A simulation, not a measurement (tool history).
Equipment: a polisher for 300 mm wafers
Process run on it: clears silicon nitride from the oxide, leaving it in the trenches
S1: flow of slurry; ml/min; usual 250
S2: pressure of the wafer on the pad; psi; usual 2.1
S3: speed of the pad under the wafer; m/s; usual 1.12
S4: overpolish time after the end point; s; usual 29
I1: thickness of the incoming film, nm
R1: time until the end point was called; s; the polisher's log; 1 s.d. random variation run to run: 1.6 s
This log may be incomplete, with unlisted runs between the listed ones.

run,hour,S1,S2,S3,S4,I1,R1
1,0,250,2.1,1.12,29,69.4,92.1
# hour 42.2: worn pad replaced by a new one
2,46.3,250,2.1,1.12,29,69.7,91.6
3,73.9,195,2.1,1.12,29,71.2,96.5
4,98.9,250,2.5,0.88,29,69.5,98.5
5,155.7,250,2.1,1.12,29,69.9,94.6
# hour 227.1: worn pad replaced by a new one
6,249.9,250,2.1,1.12,29,68.9,101.9
7,317.9,250,2.1,1.12,29,70.1,99.5
8,362.5,250,2.1,1.12,29,69.9,103.6
9,404.3,250,2.1,1.36,29,70.5,90.8
# hour 414.6: slurry nozzle cleaned
# hour 415.4: worn pad replaced by a new one, repeated, since the last time left the tool worse
10,436.6,250,2.1,1.12,29,70.5,93.2
11,486.6,250,2.4,1.12,29,70.5,83.3
12,554.2,250,2.1,1.12,29,70.2,97
# hour 574.2: worn pad replaced by a new one
13,645,250,2.1,1.12,16,69.6,93.1
# hour 679.2: head pressure recalibrated
14,697.2,250,1.4,0.96,29,70.1,162.4
# hour 738.5: worn pad replaced by a new one
15,739,250,2.1,1.12,29,69.6,90.3
16,782.2,180,2.5,1.28,43,68.7,69.7
17,813.8,340,2.5,1.38,21,69.5,59.5
18,882.8,250,1.6,1.12,29,70.6,125.5

Forecast each of these 5 alternatives for the next run:
A,883.3,250,2.1,1.12,29,69.3,?
B,883.3,250,2.8,1.12,29,69.3,?
C,883.3,250,1.7,1.12,29,69.3,?
D,883.3,215,2.1,0.76,29,69.3,?
E,883.3,250,2.1,1.22,29,69.3,?

run,R1
A,96.7
B,72.5
C,119.4
D,145.3
E,88.8
Take away the tool's hidden state, keep each run's random variation, and the runs would have read:
run,R1
A,93.1
B,69.8
C,115
D,139.9
E,85.5

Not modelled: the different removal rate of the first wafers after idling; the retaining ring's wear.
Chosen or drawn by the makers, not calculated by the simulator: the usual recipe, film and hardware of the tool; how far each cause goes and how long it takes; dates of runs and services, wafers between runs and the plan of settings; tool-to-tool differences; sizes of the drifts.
